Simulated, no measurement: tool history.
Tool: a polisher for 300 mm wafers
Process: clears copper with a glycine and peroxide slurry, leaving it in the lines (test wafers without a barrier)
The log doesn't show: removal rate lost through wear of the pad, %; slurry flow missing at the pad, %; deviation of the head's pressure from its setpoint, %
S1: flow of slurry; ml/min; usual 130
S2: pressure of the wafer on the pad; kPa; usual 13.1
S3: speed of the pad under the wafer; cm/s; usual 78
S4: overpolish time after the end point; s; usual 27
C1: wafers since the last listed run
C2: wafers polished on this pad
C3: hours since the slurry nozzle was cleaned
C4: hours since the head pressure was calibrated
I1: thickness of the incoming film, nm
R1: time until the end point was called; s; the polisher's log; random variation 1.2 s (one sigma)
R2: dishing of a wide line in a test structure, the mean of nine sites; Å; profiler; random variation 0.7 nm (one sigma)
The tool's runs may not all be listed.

run	hour	S1	S2	S3	S4	C1	C2	C3	C4	I1	R1	R2
1	0.0	130	13.1	78	27	0	726	165.7	596.8	324.8	85.2	521
# hour 8.6: worn pad replaced by a new one
2	10.3	130	13.1	94	15	37	9	176.0	607.1	326.5	78.0	361
3	18.2	130	13.1	94	15	46	56	183.9	615.0	325.4	77.0	360
4	32.5	130	13.1	94	15	84	141	198.2	629.3	327.0	77.9	354
5	43.4	105	15.2	78	27	64	205	209.1	640.2	324.4	84.9	531
6	56.9	105	15.2	78	27	79	285	222.6	653.7	329.6	86.0	536
7	63.1	105	15.2	78	27	36	322	228.8	659.9	328.2	84.2	527
8	70.6	130	13.1	78	36	44	367	236.3	667.4	326.1	88.8	606
9	87.2	130	13.1	78	36	98	465	252.9	684.0	328.7	89.6	608
10	101.3	130	13.1	78	36	83	548	267.0	698.1	324.9	88.2	605
11	114.8	130	13.1	78	20	79	628	280.5	711.6	318.9	86.0	404
# hour 123.1: worn pad replaced by a new one, of another model than before
12	129.6	85	13.1	52	27	63	38	295.3	726.4	320.5	126.7	390
13	141.8	130	13.1	78	27	72	110	307.5	738.6	322.7	86.9	515
14	152.6	130	13.1	78	27	63	174	318.3	749.4	324.9	87.0	506
15	166.0	130	13.1	78	27	79	254	331.7	762.8	323.4	85.3	513
16	172.8	130	10.3	78	27	40	294	338.5	769.6	322.7	89.6	496
17	184.1	130	13.1	100	27	66	361	349.8	780.9	319.7	68.2	584
18	197.7	130	15.2	78	27	80	441	363.4	794.5	328.1	81.5	538
# hour 204.3: head pressure recalibrated
19	210.8	150	13.1	78	27	65	507	376.5	6.5	324.9	85.9	526
20	217.9	130	13.1	78	27	42	549	383.6	13.6	329.1	87.9	526
# hour 231.7: slurry nozzle cleaned
21	232.6	130	13.1	78	27	81	630	0.9	28.3	328.0	82.1	544
22	244.6	130	13.1	78	27	71	701	12.9	40.3	322.5	79.5	542
# hour 261.0: worn pad replaced by a new one
23	261.5	160	13.1	100	27	76	2	29.8	57.2	328.5	64.7	601
24	270.6	130	13.1	78	19	53	56	38.9	66.3	320.1	82.1	419
25	284.3	115	13.1	90	27	81	137	52.6	80.0	328.2	73.6	562
26	301.0	140	13.1	78	20	98	236	69.3	96.7	329.5	82.4	436
27	309.3	160	15.2	78	41	49	285	77.6	105.0	325.4	75.7	720
28	316.2	100	16.5	56	27	40	326	84.5	111.9	323.2	104.5	458
29	323.5	130	11.7	78	27	43	370	91.8	119.2	327.5	85.5	516
30	337.6	145	13.1	78	27	83	453	105.9	133.3	318.9	80.9	535
31	350.8	130	11.0	50	42	78	531	119.1	146.5	328.9	127.9	557
32	364.0	155	9.7	92	27	78	609	132.3	159.7	319.2	77.1	546
# hour 378.4: worn pad replaced by a new one
33	378.9	130	13.1	78	27	64	3	147.2	174.6	325.2	83.6	537
34	386.2	130	13.1	78	27	43	46	154.5	181.9	327.3	85.9	517

Forecast each of these 5 alternatives for the next run:
A	386.7	165	13.1	78	27	2	49	155.0	182.4	327.5	?	?
B	386.7	130	17.2	78	37	2	49	155.0	182.4	327.5	?	?
C	386.7	105	13.1	78	39	2	49	155.0	182.4	327.5	?	?
D	386.7	130	13.1	78	22	2	49	155.0	182.4	327.5	?	?
E	386.7	130	13.1	86	19	2	49	155.0	182.4	327.5	?	?

run	R1	R2
A	82.0	537
B	77.4	676
C	87.4	644
D	84.8	457
E	77.9	435
Without the tool's hidden state the same runs would have given:
run	R1	R2
A	79.2	549
B	74.4	690
C	83.6	660
D	81.5	470
E	74.9	448

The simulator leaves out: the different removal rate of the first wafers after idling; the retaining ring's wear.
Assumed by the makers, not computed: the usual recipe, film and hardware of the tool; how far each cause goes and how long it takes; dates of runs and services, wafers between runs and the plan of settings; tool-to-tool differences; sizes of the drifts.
